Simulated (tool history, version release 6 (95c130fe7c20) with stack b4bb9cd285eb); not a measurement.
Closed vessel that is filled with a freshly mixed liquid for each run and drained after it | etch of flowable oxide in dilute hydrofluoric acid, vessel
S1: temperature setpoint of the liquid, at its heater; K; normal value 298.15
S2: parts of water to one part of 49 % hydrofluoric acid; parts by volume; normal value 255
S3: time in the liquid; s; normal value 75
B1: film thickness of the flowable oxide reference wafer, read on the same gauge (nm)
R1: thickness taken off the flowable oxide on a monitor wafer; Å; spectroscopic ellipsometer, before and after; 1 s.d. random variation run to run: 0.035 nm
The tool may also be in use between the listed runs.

| run | hour | S1 | S2 | S3 | B1 | R1 |
|---|---|---|---|---|---|---|
| 1 | 0.0 | 298.15 | 255 | 75 | 139.98 | 95.4 |
| 2 | 11.5 | 298.15 | 345 | 75 | 140.01 | 64.8 |
| 3 | 27.8 | 298.15 | 345 | 75 | 139.99 | 64.9 |
| 4 | 42.6 | 296.15 | 255 | 45 | 140.02 | 53.2 |
| 5 | 54.0 | 298.15 | 205 | 75 | 140.01 | 124.6 |
| 6 | 70.1 | 298.15 | 205 | 75 | 140.03 | 124.8 |
| 7 | 81.0 | 298.15 | 205 | 75 | 140.01 | 124.2 |
| 8 | 90.4 | 295.15 | 255 | 75 | 140.02 | 85.4 |
| 9 | 116.8 | 303.15 | 255 | 75 | 140.00 | 113.7 |
| 10 | 134.3 | 294.15 | 220 | 75 | 139.97 | 97.5 |
| 11 | 150.9 | 298.15 | 365 | 75 | 139.99 | 60.1 |
| 12 | 163.8 | 299.65 | 255 | 90 | 139.98 | 120.5 |
| 13 | 178.0 | 299.65 | 255 | 40 | 140.00 | 59.3 |
| 14 | 186.3 | 298.15 | 255 | 50 | 140.02 | 70.4 |
| 15 | 196.2 | 298.15 | 255 | 75 | 139.99 | 106.0 |
| 16 | 205.7 | 301.65 | 255 | 50 | 140.03 | 79.6 |
| 17 | 218.8 | 298.15 | 255 | 30 | 140.01 | 42.1 |
| 18 | 241.5 | 295.65 | 150 | 100 | 139.99 | 244.8 |
| 19 | 258.3 | 296.15 | 290 | 75 | 140.02 | 83.1 |
| 20 | 273.1 | 298.15 | 345 | 75 | 140.00 | 70.6 |
| 21 | 290.8 | 298.15 | 255 | 75 | 140.03 | 105.1 |
| 22 | 305.7 | 298.15 | 385 | 75 | 140.01 | 61.4 |
| 23 | 313.0 | 295.65 | 335 | 75 | 140.04 | 67.5 |
| 24 | 324.9 | 301.15 | 165 | 35 | 140.01 | 93.3 |
| 25 | 337.0 | 303.15 | 220 | 50 | 140.00 | 100.2 |
| 26 | 360.9 | 298.15 | 375 | 75 | 139.97 | 63.3 |
| 27 | 378.3 | 298.15 | 255 | 75 | 140.00 | 105.2 |
| 28 | 388.1 | 298.15 | 360 | 75 | 139.99 | 67.0 |
| 29 | 396.6 | 298.15 | 255 | 75 | 140.01 | 104.7 |
| 30 | 404.4 | 300.15 | 170 | 75 | 140.01 | 185.5 |
| 31 | 411.9 | 293.65 | 350 | 40 | 140.00 | 31.9 |
| 32 | 422.8 | 298.15 | 195 | 75 | 140.00 | 145.9 |
| 33 | 455.8 | 301.15 | 365 | 110 | 140.00 | 106.5 |

Not shown here: 3 entries made in the log between runs. Locate each between two listed runs and compare the hidden state at the listed run before it with the hidden state at the listed run after it:
In the gap between runs 12 and 13: thermometer replaced (hour 167.7)
  liquid colder than its thermometer reads (K): 3.15 -> 0.2
  measured minus no-state result, R1: -14.2 -> -0.4 Å
In the gap between runs 14 and 15: hydrofluoric acid flow meter replaced (hour 191.5)
  liquid colder than its thermometer reads (K): 0.209 -> 0.218
  measured minus no-state result, R1: -0.5 -> -0.8 Å
In the gap between runs 20 and 21: gauge calibrated (hour 274.5)
  liquid colder than its thermometer reads (K): 0.295 -> 0.313
  measured minus no-state result, R1: -0.7 -> -1.2 Å

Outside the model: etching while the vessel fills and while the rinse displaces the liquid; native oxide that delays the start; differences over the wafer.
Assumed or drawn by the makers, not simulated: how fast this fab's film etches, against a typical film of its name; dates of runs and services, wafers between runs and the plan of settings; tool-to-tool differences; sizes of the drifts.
